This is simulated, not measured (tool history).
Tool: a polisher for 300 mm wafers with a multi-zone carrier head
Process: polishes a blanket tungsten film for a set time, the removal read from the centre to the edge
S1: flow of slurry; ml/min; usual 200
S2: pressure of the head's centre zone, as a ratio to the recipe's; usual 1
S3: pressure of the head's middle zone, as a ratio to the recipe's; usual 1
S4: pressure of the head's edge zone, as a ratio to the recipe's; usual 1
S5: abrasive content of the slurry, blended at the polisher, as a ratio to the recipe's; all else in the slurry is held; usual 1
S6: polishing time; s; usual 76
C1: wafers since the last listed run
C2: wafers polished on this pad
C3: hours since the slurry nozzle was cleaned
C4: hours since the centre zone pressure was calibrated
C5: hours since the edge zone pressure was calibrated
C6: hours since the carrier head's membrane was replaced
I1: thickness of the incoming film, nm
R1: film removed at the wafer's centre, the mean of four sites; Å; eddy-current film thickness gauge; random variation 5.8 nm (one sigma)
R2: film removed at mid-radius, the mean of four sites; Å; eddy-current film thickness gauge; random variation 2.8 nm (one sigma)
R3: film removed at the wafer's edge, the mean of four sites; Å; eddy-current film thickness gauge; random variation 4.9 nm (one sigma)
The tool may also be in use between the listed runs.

run   hour   S1    S2    S3    S4    S5   S6   C1    C2     C3      C4     C5     C6      I1    R1    R2    R3
  1      0  200     1     1     1     1   76    0   800  172.9  1526.8    303  289.5  1339.4  4076  4088  4026
  2   27.9  155     1     1     1     1   84  249  1049  200.8  1554.7  330.9  317.4  1347.5  4149  4246  4210
  3   54.4  200     1   1.1     1     1   76  236  1286  227.3  1581.2  357.4  343.9  1347.4  3934  4262  3843
      58.9  -- centre zone pressure recalibrated
  4   75.9  165  1.09  1.11  0.93     1   76  174  1460  248.8      17  378.9  365.4    1369  4159  4134  3641
        99  -- edge zone pressure recalibrated
  5  103.1  220     1  1.06  1.06     1   76  225  1685    276    44.2    4.1  392.6  1383.9  3947  4109  3970
  6  122.6  200     1  0.95     1     1   76  174  1860  295.5    63.7   23.6  412.1  1369.2  3823  3658  3786
     127.9  -- worn pad replaced by a new one
  7  148.7  270  1.09  1.09     1     1   88  197   185  321.6    89.8   49.7  438.2  1379.1  5501  5400  4977
  8  161.5  200     1     1     1     1   76  114   300  334.4   102.6   62.5    451  1343.3  4178  4110  4145
  9  177.1  200     1     1     1     1   63  139   439    350   118.2   78.1  466.6  1338.1  3356  3419  3384
 10  208.5  200     1  1.07     1   1.1   76  280   720  381.4   149.6  109.5    498  1371.2  4231  4380  4091
 11  233.6  200  0.94     1     1   0.9   76  224   944  406.5   174.7  134.6  523.1  1363.2  3687  3816  3771
 12  248.5  200     1     1  0.95     1   76  133  1077  421.4   189.6  149.5    538    1344  3994  3926  3869
 13    272  200     1     1     1     1   76  209  1287  444.9   213.1    173  561.5  1361.5  3903  3891  3866
 14  288.5  175     1  1.09     1   0.8   76  147  1434  461.4   229.6  189.5    578  1358.9  3513  3771  3430
 15  322.1  200     1     1     1     1   76  300  1734    495   263.2  223.1  611.6  1361.3  3801  3840  3778
 16  337.7  200     1  1.05  0.96     1   49  139  1873  510.6   278.8  238.7  627.2  1355.5  2461  2535  2373
 17  352.7  230     1  0.93     1     1   76  133  2007  525.6   293.8  253.7  642.2  1360.6  3834  3597  3735
     364.3  -- worn pad replaced by a new one
 18  367.6  130     1     1     1     1   76   97    29  540.5   308.7  268.6  657.1    1377  3810  3817  3852
 19  427.4  225     1     1     1  0.85   76  534   563  600.3   368.5  328.4  716.9  1336.2  3866  3948  3940
 20  449.3  240     1     1     1     1   76  195   759  622.2   390.4  350.3  738.8  1360.3  4216  4195  4017
     452.6  -- slurry nozzle cleaned
 21  466.9  200     1     1     1     1  103  148   907   14.3     408  367.9  756.4  1343.1  5491  5376  5329
     483.1  -- edge zone pressure recalibrated
 22  501.7  200     1     1     1     1   76  292  1200   49.1   442.8   18.6  791.2  1331.1  3889  3939  3930
 23  533.7  200     1     1     1     1   76  285  1486   81.1   474.8   50.6  823.2    1359  3824  3879  3838

Forecast each of these 3 alternatives for the next run:
  A  534.1  200   1   1     1    1  76   3  1489  81.5  475.2  51  823.6  1375.7   ?   ?   ?
  B  534.1  200   1   1  1.07  1.1  57   3  1489  81.5  475.2  51  823.6  1375.7   ?   ?   ?
  C  534.1  170   1   1     1    1  76   3  1489  81.5  475.2  51  823.6  1375.7   ?   ?   ?

run    R1    R2    R3
  A  3829  3904  3838
  B  2965  3023  3064
  C  3709  3794  3759
Without the tool's hidden state the same runs would have given:
run    R1    R2    R3
  A  4237  4320  4247
  B  3281  3345  3391
  C  4104  4199  4160

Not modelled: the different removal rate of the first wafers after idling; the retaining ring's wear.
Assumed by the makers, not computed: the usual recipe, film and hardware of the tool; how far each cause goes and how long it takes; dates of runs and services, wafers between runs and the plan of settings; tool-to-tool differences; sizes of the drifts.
